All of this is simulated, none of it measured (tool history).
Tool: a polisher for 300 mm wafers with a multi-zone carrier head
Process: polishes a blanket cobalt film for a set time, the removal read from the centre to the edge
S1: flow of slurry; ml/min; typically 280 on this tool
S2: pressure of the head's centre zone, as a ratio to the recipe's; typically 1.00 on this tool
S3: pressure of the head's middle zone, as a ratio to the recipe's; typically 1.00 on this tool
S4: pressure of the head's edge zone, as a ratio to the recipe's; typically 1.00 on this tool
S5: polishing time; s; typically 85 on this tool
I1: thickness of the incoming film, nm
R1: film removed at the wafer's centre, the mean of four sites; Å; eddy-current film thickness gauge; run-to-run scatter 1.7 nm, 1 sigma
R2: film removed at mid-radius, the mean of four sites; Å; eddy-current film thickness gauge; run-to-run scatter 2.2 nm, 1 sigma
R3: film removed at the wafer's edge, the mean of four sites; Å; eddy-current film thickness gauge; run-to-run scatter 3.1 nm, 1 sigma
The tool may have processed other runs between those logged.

Run 1, hour 0.0: usual settings but S2 0.91; I1 897.3. Result: R1 2523 Å, R2 2761 Å, R3 2760 Å.
Run 2, hour 137.7: usual settings but S2 0.89, S4 1.03; I1 904.6. Result: R1 2428 Å, R2 2770 Å, R3 2747 Å.
Run 3, hour 174.7: usual settings; I1 895.2. Result: R1 2666 Å, R2 2777 Å, R3 2722 Å.
At hour 185.1: carrier head's membrane replaced by a new one.
Run 4, hour 225.7: usual settings but S2 1.03; I1 904.4. Result: R1 2731 Å, R2 2753 Å, R3 2662 Å.
Run 5, hour 272.7: usual settings but S1 205 ml/min, S2 1.08; I1 882.4. Result: R1 2701 Å, R2 2646 Å, R3 2651 Å.
At hour 296.2: worn pad replaced by a new one.
Run 6, hour 297.0: usual settings; I1 891.2. Result: R1 2671 Å, R2 2718 Å, R3 2758 Å.
Run 7, hour 329.1: usual settings; I1 901.4. Result: R1 2626 Å, R2 2746 Å, R3 2728 Å.
Run 8, hour 379.5: usual settings but S1 210 ml/min; I1 902.8. Result: R1 2538 Å, R2 2678 Å, R3 2595 Å.
Run 9, hour 425.8: usual settings but S3 1.08; I1 910.6. Result: R1 2634 Å, R2 2964 Å, R3 2756 Å.
Run 10, hour 490.2: usual settings; I1 914.9. Result: R1 2617 Å, R2 2747 Å, R3 2720 Å.
At hour 519.9: edge zone pressure recalibrated.
Run 11, hour 520.8: usual settings but S2 1.07; I1 902.0. Result: R1 2744 Å, R2 2781 Å, R3 2757 Å.
Run 12, hour 569.3: usual settings but S1 310 ml/min, S2 1.08, S4 1.11, S5 100 s; I1 910.1. Result: R1 3309 Å, R2 3264 Å, R3 3424 Å.
Run 13, hour 638.7: usual settings; I1 889.2. Result: R1 2610 Å, R2 2773 Å, R3 2703 Å.
Run 14, hour 726.9: usual settings but S2 0.93, S3 1.10; I1 908.1. Result: R1 2465 Å, R2 2983 Å, R3 2784 Å.
At hour 738.7: slurry nozzle cleaned.
At hour 762.1: worn pad replaced by a new one.
Run 15, hour 766.6: usual settings but S2 1.07, S3 1.04, S5 64 s; I1 916.5. Result: R1 2071 Å, R2 2154 Å, R3 2033 Å.
At hour 787.1: carrier head's membrane replaced by a new one.
Run 16, hour 798.2: usual settings but S1 340 ml/min, S5 114 s; I1 898.1. Result: R1 3553 Å, R2 3783 Å, R3 3654 Å.
Run 17, hour 824.6: usual settings but S3 0.91, S5 111 s; I1 894.6. Result: R1 3400 Å, R2 3353 Å, R3 3605 Å.
Run 18, hour 895.7: usual settings; I1 890.6. Result: R1 2632 Å, R2 2771 Å, R3 2711 Å.
Run 19, hour 929.2: usual settings but S1 230 ml/min; I1 888.7. Result: R1 2548 Å, R2 2729 Å, R3 2632 Å.
Run 20, hour 999.1: usual settings; I1 902.9. Result: R1 2604 Å, R2 2743 Å, R3 2693 Å.

Estimate the outcome of run 21 from the log above:
Run 21, hour 1035.6: usual settings but S3 1.08; I1 892.1. Result: R1 ?, R2 ?, R3 ?.

{"run 21": {"R1": 2604, "R2": 2928, "R3": 2711}}
With no hidden state in the tool, this same run would have given R1 2755 Å, R2 2928 Å, R3 2711 Å.
